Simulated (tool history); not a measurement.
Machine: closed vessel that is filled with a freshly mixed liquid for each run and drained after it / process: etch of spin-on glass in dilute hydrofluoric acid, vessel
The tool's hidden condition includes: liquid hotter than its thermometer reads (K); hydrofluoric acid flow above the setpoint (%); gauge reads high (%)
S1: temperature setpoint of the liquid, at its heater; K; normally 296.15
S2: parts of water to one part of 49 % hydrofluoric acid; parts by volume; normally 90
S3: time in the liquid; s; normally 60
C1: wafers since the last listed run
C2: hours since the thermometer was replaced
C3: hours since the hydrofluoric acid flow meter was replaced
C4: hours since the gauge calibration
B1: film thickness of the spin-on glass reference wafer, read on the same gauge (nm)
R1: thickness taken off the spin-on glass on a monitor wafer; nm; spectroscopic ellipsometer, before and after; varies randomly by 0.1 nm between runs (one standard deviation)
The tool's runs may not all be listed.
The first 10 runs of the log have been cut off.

| run | hour | S1 | S2 | S3 | C1 | C2 | C3 | C4 | B1 | R1 |
|---|---|---|---|---|---|---|---|---|---|---|
| 11 | 682.6 | 296.15 | 60 | 60 | 8911 | 2937.5 | 751.5 | 1799.3 | 30.01 | 32.62 |
| 12 | 730.9 | 296.15 | 90 | 35 | 6320 | 2985.8 | 799.8 | 1847.6 | 30 | 12.09 |
|  | 763.4 | thermometer replaced |
| 13 | 819.4 | 296.15 | 90 | 60 | 11449 | 56 | 888.3 | 1936.1 | 30.01 | 19.39 |
| 14 | 927 | 296.15 | 90 | 60 | 14080 | 163.6 | 995.9 | 2043.7 | 29.99 | 19.25 |
| 15 | 1007 | 296.15 | 90 | 60 | 10468 | 243.6 | 1075.9 | 2123.7 | 30.02 | 19.59 |
|  | 1046 | gauge calibrated |
| 16 | 1048.4 | 299.65 | 70 | 75 | 5417 | 285 | 1117.3 | 2.4 | 30.01 | 36.84 |
| 17 | 1147.2 | 296.15 | 90 | 60 | 12928 | 383.8 | 1216.1 | 101.2 | 30.06 | 19.69 |
| 18 | 1197.7 | 293.65 | 65 | 45 | 6608 | 434.3 | 1266.6 | 151.7 | 30 | 18.93 |
| 19 | 1236.7 | 296.15 | 90 | 60 | 5103 | 473.3 | 1305.6 | 190.7 | 30 | 19.57 |
| 20 | 1318.1 | 296.15 | 90 | 60 | 10651 | 554.7 | 1387 | 272.1 | 30.03 | 19.52 |
| 21 | 1385.9 | 296.15 | 90 | 60 | 8871 | 622.5 | 1454.8 | 339.9 | 29.99 | 19.7 |
| 22 | 1487.7 | 296.15 | 90 | 60 | 13321 | 724.3 | 1556.6 | 441.7 | 29.99 | 19.75 |
| 23 | 1578.5 | 296.15 | 75 | 70 | 11881 | 815.1 | 1647.4 | 532.5 | 30.03 | 28.29 |
| 24 | 1659.9 | 296.15 | 55 | 40 | 10651 | 896.5 | 1728.8 | 613.9 | 29.95 | 22.68 |
| 25 | 1746.5 | 293.15 | 45 | 60 | 11332 | 983.1 | 1815.4 | 700.5 | 30.02 | 37.14 |

What does the tool deliver on the next run?
| 26 | 1790.1 | 296.15 | 90 | 85 | 5705 | 1026.7 | 1859 | 744.1 | ? | ? |

{"run 26": {"B1": 30, "R1": 27.95}}
The same run, on a tool lacking any hidden state, would have yielded R1 27.14 nm.

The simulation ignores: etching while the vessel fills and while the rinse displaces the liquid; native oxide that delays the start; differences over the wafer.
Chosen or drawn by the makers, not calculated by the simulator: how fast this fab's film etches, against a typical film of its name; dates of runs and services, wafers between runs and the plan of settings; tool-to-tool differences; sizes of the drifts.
